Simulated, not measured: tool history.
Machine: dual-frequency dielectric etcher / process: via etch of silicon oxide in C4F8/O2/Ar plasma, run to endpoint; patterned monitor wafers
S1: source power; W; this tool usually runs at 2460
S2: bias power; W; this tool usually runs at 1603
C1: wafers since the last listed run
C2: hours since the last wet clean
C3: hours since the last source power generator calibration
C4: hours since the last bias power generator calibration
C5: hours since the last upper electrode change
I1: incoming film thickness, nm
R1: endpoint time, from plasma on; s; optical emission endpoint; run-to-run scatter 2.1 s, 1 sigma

{"run": 1, "hour": 0.0, "S1": 2460, "S2": 1325, "C1": 0, "C2": 89.2, "C3": 2428.0, "C4": 3169.2, "C5": 3884.8, "I1": 2134.0, "R1": 407.3}
{"run": 2, "hour": 50.7, "S1": 2460, "S2": 1730, "C1": 230, "C2": 139.9, "C3": 2478.7, "C4": 3219.9, "C5": 3935.5, "I1": 2131.0, "R1": 394.3}
{"run": 3, "hour": 108.0, "S1": 2460, "S2": 1730, "C1": 260, "C2": 197.2, "C3": 2536.0, "C4": 3277.2, "C5": 3992.8, "I1": 2121.4, "R1": 393.3}
{"run": 4, "hour": 212.6, "S1": 2460, "S2": 1460, "C1": 475, "C2": 301.8, "C3": 2640.6, "C4": 3381.8, "C5": 4097.4, "I1": 2120.9, "R1": 404.1}
{"run": 5, "hour": 282.9, "S1": 2460, "S2": 1460, "C1": 319, "C2": 372.1, "C3": 2710.9, "C4": 3452.1, "C5": 4167.7, "I1": 2139.7, "R1": 408.7}
{"run": 6, "hour": 324.8, "S1": 2460, "S2": 1415, "C1": 190, "C2": 414.0, "C3": 2752.8, "C4": 3494.0, "C5": 4209.6, "I1": 2159.3, "R1": 417.6}
{"run": 7, "hour": 363.3, "S1": 2460, "S2": 1603, "C1": 175, "C2": 452.5, "C3": 2791.3, "C4": 3532.5, "C5": 4248.1, "I1": 2129.4, "R1": 406.1}
{"hour": 423.2, "done": "upper electrode replaced"}
{"hour": 433.6, "done": "source power generator calibrated"}
{"hour": 452.6, "done": "wet clean of the chamber"}
{"run": 8, "hour": 461.6, "S1": 2460, "S2": 1394, "C1": 233, "C2": 9.0, "C3": 28.0, "C4": 3630.8, "C5": 38.4, "I1": 2138.0, "R1": 408.3}
{"run": 9, "hour": 514.8, "S1": 2460, "S2": 1603, "C1": 241, "C2": 62.2, "C3": 81.2, "C4": 3684.0, "C5": 91.6, "I1": 2132.1, "R1": 403.7}
{"run": 10, "hour": 594.6, "S1": 2900, "S2": 1746, "C1": 362, "C2": 142.0, "C3": 161.0, "C4": 3763.8, "C5": 171.4, "I1": 2134.4, "R1": 380.5}
{"run": 11, "hour": 696.3, "S1": 2460, "S2": 1888, "C1": 462, "C2": 243.7, "C3": 262.7, "C4": 3865.5, "C5": 273.1, "I1": 2106.2, "R1": 387.8}
{"hour": 705.9, "done": "bias power generator calibrated"}
{"run": 12, "hour": 774.5, "S1": 1870, "S2": 1805, "C1": 337, "C2": 321.9, "C3": 340.9, "C4": 68.6, "C5": 351.3, "I1": 2127.5, "R1": 428.4}
{"run": 13, "hour": 820.2, "S1": 2170, "S2": 1603, "C1": 207, "C2": 367.6, "C3": 386.6, "C4": 114.3, "C5": 397.0, "I1": 2122.3, "R1": 420.6}
{"run": 14, "hour": 885.0, "S1": 2710, "S2": 1795, "C1": 294, "C2": 432.4, "C3": 451.4, "C4": 179.1, "C5": 461.8, "I1": 2129.8, "R1": 393.9}
{"run": 15, "hour": 954.9, "S1": 2990, "S2": 1752, "C1": 317, "C2": 502.3, "C3": 521.3, "C4": 249.0, "C5": 531.7, "I1": 2135.6, "R1": 388.4}

Each row is a separate what-if for the run after 15, all from the same tool condition, not one after another. Results?
{"run": "A", "hour": 955.4, "S1": 3040, "S2": 1603, "C1": 2, "C2": 502.8, "C3": 521.8, "C4": 249.5, "C5": 532.2, "I1": 2096.8, "R1": "?"}
{"run": "B", "hour": 955.4, "S1": 1900, "S2": 1291, "C1": 2, "C2": 502.8, "C3": 521.8, "C4": 249.5, "C5": 532.2, "I1": 2096.8, "R1": "?"}
{"run": "C", "hour": 955.4, "S1": 2820, "S2": 1934, "C1": 2, "C2": 502.8, "C3": 521.8, "C4": 249.5, "C5": 532.2, "I1": 2096.8, "R1": "?"}

run=A R1=386.0
run=B R1=458.8
run=C R1=382.6
With no hidden state in the tool, these same runs would have given:
run=A R1=367.9
run=B R1=437.3
run=C R1=364.7
